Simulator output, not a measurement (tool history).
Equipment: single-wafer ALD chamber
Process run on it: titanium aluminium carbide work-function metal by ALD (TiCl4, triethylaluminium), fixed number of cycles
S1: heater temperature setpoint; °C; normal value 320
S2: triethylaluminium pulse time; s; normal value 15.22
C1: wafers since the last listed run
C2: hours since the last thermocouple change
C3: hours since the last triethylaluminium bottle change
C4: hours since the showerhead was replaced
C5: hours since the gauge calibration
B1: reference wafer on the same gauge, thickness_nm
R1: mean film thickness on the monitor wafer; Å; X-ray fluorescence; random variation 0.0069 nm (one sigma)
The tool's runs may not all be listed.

run,hour,S1,S2,C1,C2,C3,C4,C5,B1,R1
1,0,320,18.7,0,540,76.1,3854,1236.5,1.87,22.75
2,24.8,320,10.99,261,564.8,100.9,3878.8,1261.3,1.87,22.29
3,49.6,320,19.19,261,589.6,125.7,3903.6,1286.1,1.87,22.91
4,110.7,320,19.19,643,650.7,186.8,3964.7,1347.2,1.87,22.76
5,137.1,320,15.22,277,677.1,213.2,3991.1,1373.6,1.87,22.63
6,163.6,320,15.22,278,703.6,239.7,4017.6,1400.1,1.87,22.54
7,218.8,331,15.22,581,758.8,294.9,4072.8,1455.3,1.87,23.49
8,253.3,320,17.72,363,793.3,329.4,4107.3,1489.8,1.871,22.76
9,280,320,17.72,281,820,356.1,4134,1516.5,1.87,22.78
10,304.4,332,17.69,256,844.4,380.5,4158.4,1540.9,1.87,23.72
11,344.7,320,11.75,424,884.7,420.8,4198.7,1581.2,1.87,22.39
12,405.9,312,12.22,644,945.9,482,4259.9,1642.4,1.87,21.83
13,433.1,320,15.22,286,973.1,509.2,4287.1,1669.6,1.869,22.49
# hour 459.1: gauge calibrated
# hour 487.4: triethylaluminium bottle replaced
14,495.1,320,15.22,568,1035.1,7.7,4349.1,36,1.87,22.44
15,550.3,320,17.72,581,1090.3,62.9,4404.3,91.2,1.87,22.54
16,618.1,333,12.87,713,1158.1,130.7,4472.1,159,1.87,23.29
17,651.5,328,20.67,351,1191.5,164.1,4505.5,192.4,1.871,23.24
18,689.8,327,21.22,403,1229.8,202.4,4543.8,230.7,1.87,23.18
19,724.5,320,11.72,365,1264.5,237.1,4578.5,265.4,1.871,22.19
# hour 733.5: showerhead replaced
20,793.9,306,19.55,646,1333.9,306.5,60.4,334.8,1.871,21.41
# hour 848.2: thermocouple changed; heater temperature recalibrated
21,851.1,320,18.33,517,2.9,363.7,117.6,392,1.87,22.9
22,906.9,320,15.22,587,58.7,419.5,173.4,447.8,1.871,22.83
# hour 965.3: triethylaluminium bottle replaced
23,978,326,21.23,664,129.8,12.7,244.5,518.9,1.87,23.35
24,1019.8,333,9.44,439,171.6,54.5,286.3,560.7,1.869,23.18
25,1062.5,326,13.03,449,214.3,97.2,329,603.4,1.87,23.08
26,1134.4,320,15.22,756,286.2,169.1,400.9,675.3,1.869,22.75
27,1178.3,334,18.73,462,330.1,213,444.8,719.2,1.87,24.01
28,1206.2,326,15.22,293,358,240.9,472.7,747.1,1.869,23.28
29,1266.7,320,21.26,636,418.5,301.4,533.2,807.6,1.87,22.89
30,1313.8,325,12.24,495,465.6,348.5,580.3,854.7,1.87,22.98
31,1349.1,325,18.78,371,500.9,383.8,615.6,890,1.871,23.17
32,1397.5,314,13.38,509,549.3,432.2,664,938.4,1.87,22.2

What was the tool's hidden state at every run in the log?
triethylaluminium dose above that of a fresh bottle (%): 0, the same for each run
gauge reads high (%): 0, the same for each run
H1: wafer temperature above the value expected at the setpoint (K)
run,H1
1,-1.12
2,-1.2
3,-1.28
4,-1.51
5,-1.61
6,-1.72
7,-1.96
8,-2.13
9,-2.25
10,-2.38
11,-2.58
12,-2.92
13,-3.07
14,-3.45
15,-3.8
16,-4.25
17,-4.49
18,-4.77
19,-5.02
20,-5.56
21,0.25
22,0.239
23,0.199
24,0.162
25,0.112
26,0.00464
27,-0.0763
28,-0.134
29,-0.274
30,-0.399
31,-0.501
32,-0.653

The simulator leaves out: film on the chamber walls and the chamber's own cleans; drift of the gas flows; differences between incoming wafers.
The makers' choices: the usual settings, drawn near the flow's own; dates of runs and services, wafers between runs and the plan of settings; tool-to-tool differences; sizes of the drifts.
